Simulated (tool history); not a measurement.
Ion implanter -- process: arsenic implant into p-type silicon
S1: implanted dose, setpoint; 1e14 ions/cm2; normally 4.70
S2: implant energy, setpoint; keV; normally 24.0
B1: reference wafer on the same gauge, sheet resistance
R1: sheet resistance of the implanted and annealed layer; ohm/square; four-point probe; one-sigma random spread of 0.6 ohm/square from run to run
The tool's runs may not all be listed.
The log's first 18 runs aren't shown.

run	hour	S1	S2	B1	R1
19	1357.5	5.41	29.0	190.12	168.39
20	1415.5	5.06	21.5	190.14	183.13
# hour 1468.9: Faraday cup replaced and dose calibrated
21	1473.5	6.11	20.0	189.86	163.60
22	1575.4	4.70	29.5	189.83	189.53
23	1618.4	5.19	18.5	190.07	184.99
24	1716.1	5.75	20.5	190.33	169.99
25	1777.6	5.64	24.0	189.80	167.71
26	1884.7	5.15	17.0	189.88	186.71

Forecast run 27:
27	1926.9	4.70	26.5	?	?

{"run 27": {"B1": 189.82, "R1": 187.56}}
Without the tool's hidden state the same run would have given R1 192.93 ohm/square.
